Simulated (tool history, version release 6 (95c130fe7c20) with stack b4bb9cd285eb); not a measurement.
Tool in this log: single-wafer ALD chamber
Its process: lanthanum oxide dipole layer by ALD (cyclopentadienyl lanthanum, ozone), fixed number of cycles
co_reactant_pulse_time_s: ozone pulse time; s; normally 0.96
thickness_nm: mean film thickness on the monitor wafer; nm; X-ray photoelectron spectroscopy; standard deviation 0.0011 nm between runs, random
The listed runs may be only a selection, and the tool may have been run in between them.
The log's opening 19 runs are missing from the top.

run,hour,co_reactant_pulse_time_s,wafers since the last listed run,hours since the last thermocouple change,hours since the last ozone generator service,hours since the showerhead was replaced,hours since the gauge calibration,"read-back reference wafer on the same gauge, thickness_nm",thickness_nm
20,528.4,1.10,134,393.3,287.8,6223.5,488.8,0.545,0.483
21,548.1,1.10,212,413.0,307.5,6243.2,508.5,0.545,0.484
# hour 573.3: showerhead replaced
22,574.4,0.81,197,439.3,333.8,1.1,534.8,0.545,0.416
23,587.1,0.85,137,452.0,346.5,13.8,547.5,0.545,0.429
24,600.7,1.16,146,465.6,360.1,27.4,561.1,0.545,0.493
25,628.3,0.78,298,493.2,387.7,55.0,588.7,0.545,0.405
26,661.9,1.14,362,526.8,421.3,88.6,622.3,0.545,0.490
27,682.7,0.96,224,547.6,442.1,109.4,643.1,0.546,0.456
28,701.6,1.31,204,566.5,461.0,128.3,662.0,0.545,0.505
29,735.2,1.24,362,600.1,494.6,161.9,695.6,0.545,0.501
30,769.6,0.70,371,634.5,529.0,196.3,730.0,0.545,0.371
31,804.3,1.08,374,669.2,563.7,231.0,764.7,0.545,0.481
32,830.8,1.24,286,695.7,590.2,257.5,791.2,0.545,0.501
# hour 832.6: gauge calibrated
33,853.3,0.83,242,718.2,612.7,280.0,20.7,0.545,0.422
34,867.7,0.63,155,732.6,627.1,294.4,35.1,0.546,0.333

Branching from run 34: 4 alternative next runs. What would each branch give?
A,868.1,0.65,4,733.0,627.5,294.8,35.5,?,?
B,868.1,1.15,4,733.0,627.5,294.8,35.5,?,?
C,868.1,1.34,4,733.0,627.5,294.8,35.5,?,?
D,868.1,0.72,4,733.0,627.5,294.8,35.5,?,?

run,"read-back reference wafer on the same gauge, thickness_nm",thickness_nm
A,0.545,0.344
B,0.545,0.491
C,0.545,0.510
D,0.545,0.379
With the hidden condition removed and each run's random variation left untouched, the same runs would have given:
run,thickness_nm
A,0.345
B,0.491
C,0.511
D,0.380
